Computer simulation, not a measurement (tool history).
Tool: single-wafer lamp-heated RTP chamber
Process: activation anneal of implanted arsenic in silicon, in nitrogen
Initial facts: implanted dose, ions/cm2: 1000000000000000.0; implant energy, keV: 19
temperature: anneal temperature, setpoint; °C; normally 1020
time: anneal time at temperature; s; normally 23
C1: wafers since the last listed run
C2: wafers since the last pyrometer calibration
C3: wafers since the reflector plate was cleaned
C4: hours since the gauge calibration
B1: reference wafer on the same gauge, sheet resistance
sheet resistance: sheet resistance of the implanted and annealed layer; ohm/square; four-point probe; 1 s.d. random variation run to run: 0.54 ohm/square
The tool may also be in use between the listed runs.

run 1 hour=0.0 | temperature=1020 time=23 | C1=0 C2=7 C3=7 C4=555.5 | B1=113.07 | sheet_resistance=140.27
run 2 hour=18.0 | temperature=1020 time=23 | C1=278 C2=285 C3=285 C4=573.5 | B1=113.07 | sheet_resistance=141.46
run 3 hour=50.6 | temperature=1020 time=23 | C1=504 C2=790 C3=790 C4=606.1 | B1=112.95 | sheet_resistance=140.52
run 4 hour=84.3 | temperature=1020 time=14 | C1=521 C2=1311 C3=1311 C4=639.8 | B1=112.64 | sheet_resistance=147.69
run 5 hour=106.8 | temperature=1020 time=14 | C1=348 C2=1660 C3=1660 C4=662.3 | B1=112.51 | sheet_resistance=146.94
run 6 hour=186.1 | temperature=1020 time=14 | C1=1227 C2=2887 C3=2887 C4=741.6 | B1=112.12 | sheet_resistance=145.74
run 7 hour=212.8 | temperature=1001 time=23 | C1=413 C2=3300 C3=3300 C4=768.3 | B1=111.81 | sheet_resistance=147.61
run 8 hour=232.7 | temperature=1001 time=23 | C1=307 C2=3608 C3=3608 C4=788.2 | B1=111.64 | sheet_resistance=145.23
-- hour=288.9 reflector plate cleaned
run 9 hour=337.5 | temperature=1020 time=23 | C1=1498 C2=5106 C3=752 C4=893.0 | B1=110.90 | sheet_resistance=137.90
-- hour=350.2 gauge calibrated
run 10 hour=364.2 | temperature=1020 time=23 | C1=413 C2=5519 C3=1165 C4=14.0 | B1=115.22 | sheet_resistance=143.55
run 11 hour=380.7 | temperature=1020 time=23 | C1=255 C2=5775 C3=1421 C4=30.5 | B1=115.07 | sheet_resistance=142.53
run 12 hour=403.3 | temperature=1038 time=23 | C1=349 C2=6125 C3=1770 C4=53.1 | B1=115.20 | sheet_resistance=137.95
run 13 hour=434.7 | temperature=1038 time=23 | C1=485 C2=6611 C3=2256 C4=84.5 | B1=115.12 | sheet_resistance=136.74
-- hour=455.7 pyrometer window cleaned and pyrometer calibrated
run 14 hour=456.2 | temperature=1020 time=23 | C1=208 C2=8 C3=2465 C4=106.0 | B1=115.24 | sheet_resistance=143.12
run 15 hour=479.4 | temperature=1011 time=17 | C1=359 C2=367 C3=2824 C4=129.2 | B1=115.11 | sheet_resistance=149.88
run 16 hour=495.9 | temperature=1046 time=15 | C1=255 C2=622 C3=3080 C4=145.7 | B1=115.16 | sheet_resistance=141.25
run 17 hour=523.4 | temperature=1049 time=16 | C1=425 C2=1048 C3=3505 C4=173.2 | B1=115.01 | sheet_resistance=139.33
run 18 hour=544.7 | temperature=1003 time=23 | C1=329 C2=1377 C3=3835 C4=194.5 | B1=115.03 | sheet_resistance=149.86
run 19 hour=556.8 | temperature=1003 time=14 | C1=187 C2=1565 C3=4022 C4=206.6 | B1=114.96 | sheet_resistance=156.85
-- hour=586.1 reflector plate cleaned
run 20 hour=586.6 | temperature=1020 time=23 | C1=337 C2=1902 C3=7 C4=236.4 | B1=114.93 | sheet_resistance=144.13
run 21 hour=599.8 | temperature=1020 time=23 | C1=204 C2=2106 C3=211 C4=249.6 | B1=114.89 | sheet_resistance=142.42
run 22 hour=624.7 | temperature=994 time=26 | C1=385 C2=2492 C3=597 C4=274.5 | B1=114.69 | sheet_resistance=151.74
run 23 hour=642.2 | temperature=1003 time=14 | C1=270 C2=2763 C3=867 C4=292.0 | B1=114.86 | sheet_resistance=156.18
run 24 hour=655.4 | temperature=999 time=28 | C1=204 C2=2967 C3=1072 C4=305.2 | B1=114.77 | sheet_resistance=148.61
run 25 hour=687.2 | temperature=1020 time=23 | C1=492 C2=3459 C3=1564 C4=337.0 | B1=114.58 | sheet_resistance=143.63
run 26 hour=716.8 | temperature=1032 time=33 | C1=458 C2=3917 C3=2022 C4=366.6 | B1=114.47 | sheet_resistance=135.28
run 27 hour=732.5 | temperature=993 time=10 | C1=242 C2=4160 C3=2265 C4=382.3 | B1=114.43 | sheet_resistance=165.05
run 28 hour=763.2 | temperature=993 time=31 | C1=475 C2=4635 C3=2740 C4=413.0 | B1=114.45 | sheet_resistance=148.29
run 29 hour=778.9 | temperature=1031 time=12 | C1=242 C2=4878 C3=2983 C4=428.7 | B1=114.36 | sheet_resistance=148.46
-- hour=807.6 pyrometer window cleaned and pyrometer calibrated
run 30 hour=808.1 | temperature=1028 time=19 | C1=328 C2=7 C3=3311 C4=457.9 | B1=114.22 | sheet_resistance=141.99
-- hour=844.4 reflector plate cleaned
run 31 hour=844.9 | temperature=1031 time=23 | C1=445 C2=452 C3=7 C4=494.7 | B1=114.15 | sheet_resistance=138.58
run 32 hour=873.6 | temperature=992 time=13 | C1=444 C2=896 C3=451 C4=523.4 | B1=113.86 | sheet_resistance=160.45
run 33 hour=896.0 | temperature=1020 time=23 | C1=346 C2=1243 C3=798 C4=545.8 | B1=113.92 | sheet_resistance=141.90
run 34 hour=931.2 | temperature=1028 time=18 | C1=544 C2=1788 C3=1342 C4=581.0 | B1=113.55 | sheet_resistance=141.87
run 35 hour=956.5 | temperature=1011 time=17 | C1=391 C2=2179 C3=1734 C4=606.3 | B1=113.54 | sheet_resistance=148.03
run 36 hour=987.4 | temperature=1045 time=35 | C1=478 C2=2658 C3=2212 C4=637.2 | B1=113.37 | sheet_resistance=128.69
run 37 hour=1021.1 | temperature=1050 time=14 | C1=521 C2=3179 C3=2734 C4=670.9 | B1=113.11 | sheet_resistance=138.22

3 ways to go on from here, each from the tool as it stands after run 37. What would each give?
run A hour=1021.5 | temperature=1020 time=23 | C1=6 C2=3185 C3=2740 C4=671.3 | B1=? | sheet_resistance=?
run B hour=1021.5 | temperature=1000 time=28 | C1=6 C2=3185 C3=2740 C4=671.3 | B1=? | sheet_resistance=?
run C hour=1021.5 | temperature=1010 time=23 | C1=6 C2=3185 C3=2740 C4=671.3 | B1=? | sheet_resistance=?

run=A B1=113.15 sheet_resistance=141.50
run=B B1=113.15 sheet_resistance=146.20
run=C B1=113.15 sheet_resistance=145.01
The same runs, with their run-to-run variation unchanged, on a tool lacking any hidden condition would have given:
run=A sheet_resistance=143.80
run=B sheet_resistance=148.58
run=C sheet_resistance=147.37

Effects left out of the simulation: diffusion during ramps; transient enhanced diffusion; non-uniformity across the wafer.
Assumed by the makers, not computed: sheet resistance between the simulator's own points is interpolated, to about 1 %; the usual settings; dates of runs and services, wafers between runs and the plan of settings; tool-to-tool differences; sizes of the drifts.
